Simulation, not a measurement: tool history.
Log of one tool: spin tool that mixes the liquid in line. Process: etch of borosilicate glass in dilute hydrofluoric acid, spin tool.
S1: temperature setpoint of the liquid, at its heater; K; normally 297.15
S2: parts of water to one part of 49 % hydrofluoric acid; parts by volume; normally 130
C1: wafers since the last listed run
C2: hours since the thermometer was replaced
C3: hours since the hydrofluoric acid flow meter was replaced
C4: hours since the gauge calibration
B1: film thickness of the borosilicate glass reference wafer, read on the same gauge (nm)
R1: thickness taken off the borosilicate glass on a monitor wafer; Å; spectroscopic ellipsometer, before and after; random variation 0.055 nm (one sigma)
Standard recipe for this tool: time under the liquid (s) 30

run 1 day=0 | S1=297.15 S2=130 time_under_the_liquid_(s)=40 | C1=0 C2=242.4 C3=1008.3 C4=190.5 | B1=110 | R1=73.4
run 2 day=3.779 | S1=297.15 S2=130 time_under_the_liquid_(s)=40 | C1=968 C2=333.1 C3=1099 C4=281.2 | B1=109.98 | R1=72.6
run 3 day=6.442 | S1=300.15 S2=130 time_under_the_liquid_(s)=30 | C1=682 C2=397 C3=1162.9 C4=345.1 | B1=109.98 | R1=59.4
run 4 day=9.892 | S1=298.65 S2=130 time_under_the_liquid_(s)=30 | C1=884 C2=479.8 C3=1245.7 C4=427.9 | B1=110.02 | R1=57
run 5 day=12.179 | S1=297.15 S2=130 time_under_the_liquid_(s)=30 | C1=586 C2=534.7 C3=1300.6 C4=482.8 | B1=109.99 | R1=53.7
-- day=15.108 thermometer replaced
run 6 day=15.85 | S1=297.15 S2=130 time_under_the_liquid_(s)=30 | C1=930 C2=17.8 C3=1388.7 C4=570.9 | B1=110.04 | R1=52.9
run 7 day=17.396 | S1=297.15 S2=130 time_under_the_liquid_(s)=30 | C1=396 C2=54.9 C3=1425.8 C4=608 | B1=110.04 | R1=53.8
run 8 day=20.067 | S1=297.15 S2=130 time_under_the_liquid_(s)=30 | C1=684 C2=119 C3=1489.9 C4=672.1 | B1=110.01 | R1=53.1
run 9 day=24.192 | S1=299.15 S2=130 time_under_the_liquid_(s)=30 | C1=1057 C2=218 C3=1588.9 C4=771.1 | B1=110.02 | R1=57.3
run 10 day=27.838 | S1=297.15 S2=130 time_under_the_liquid_(s)=30 | C1=934 C2=305.5 C3=1676.4 C4=858.6 | B1=110 | R1=51.4
run 11 day=31.046 | S1=297.15 S2=130 time_under_the_liquid_(s)=30 | C1=822 C2=382.5 C3=1753.4 C4=935.6 | B1=110 | R1=52.5
-- day=32.612 hydrofluoric acid flow meter replaced
run 12 day=34.417 | S1=297.15 S2=130 time_under_the_liquid_(s)=30 | C1=853 C2=463.4 C3=43.3 C4=1016.5 | B1=109.98 | R1=46.8
-- day=38 gauge calibrated
run 13 day=38.112 | S1=300.15 S2=130 time_under_the_liquid_(s)=30 | C1=947 C2=552.1 C3=132 C4=2.7 | B1=110 | R1=53.1
-- day=40.35 hydrofluoric acid flow meter replaced, repeated, since the last time left the tool worse
run 14 day=40.633 | S1=301.15 S2=130 time_under_the_liquid_(s)=30 | C1=635 C2=612.6 C3=6.8 C4=63.2 | B1=110.04 | R1=66.4
-- day=41.871 thermometer replaced
run 15 day=42.533 | S1=300.65 S2=130 time_under_the_liquid_(s)=30 | C1=476 C2=15.9 C3=52.4 C4=108.8 | B1=110.02 | R1=65.1
run 16 day=45.233 | S1=297.15 S2=95 time_under_the_liquid_(s)=15 | C1=692 C2=80.7 C3=117.2 C4=173.6 | B1=110.03 | R1=40.7
run 17 day=48.312 | S1=294.15 S2=195 time_under_the_liquid_(s)=20 | C1=789 C2=154.6 C3=191.1 C4=247.5 | B1=109.95 | R1=20.6
run 18 day=50.208 | S1=301.65 S2=110 time_under_the_liquid_(s)=40 | C1=485 C2=200.1 C3=236.6 C4=293 | B1=110.03 | R1=107
run 19 day=54.096 | S1=294.65 S2=165 time_under_the_liquid_(s)=30 | C1=996 C2=293.4 C3=329.9 C4=386.3 | B1=110 | R1=38.3

Each row is a separate what-if for the run after 19, all from the same tool condition, not one after another. Results?
run A day=54.112 | S1=297.15 S2=130 time_under_the_liquid_(s)=30 | C1=4 C2=293.8 C3=330.3 C4=386.7 | B1=? | R1=?
run B day=54.112 | S1=300.65 S2=165 time_under_the_liquid_(s)=50 | C1=4 C2=293.8 C3=330.3 C4=386.7 | B1=? | R1=?
run C day=54.112 | S1=297.15 S2=130 time_under_the_liquid_(s)=20 | C1=4 C2=293.8 C3=330.3 C4=386.7 | B1=? | R1=?
run D day=54.112 | S1=292.65 S2=130 time_under_the_liquid_(s)=20 | C1=4 C2=293.8 C3=330.3 C4=386.7 | B1=? | R1=?

run=A B1=110.01 R1=56.4
run=B B1=110.01 R1=81
run=C B1=110.01 R1=37.6
run=D B1=110.01 R1=31.5
The same runs, with their run-to-run variation unchanged, on a tool lacking any hidden condition would have given:
run=A R1=58.2
run=B R1=83.7
run=C R1=38.8
run=D R1=32.5
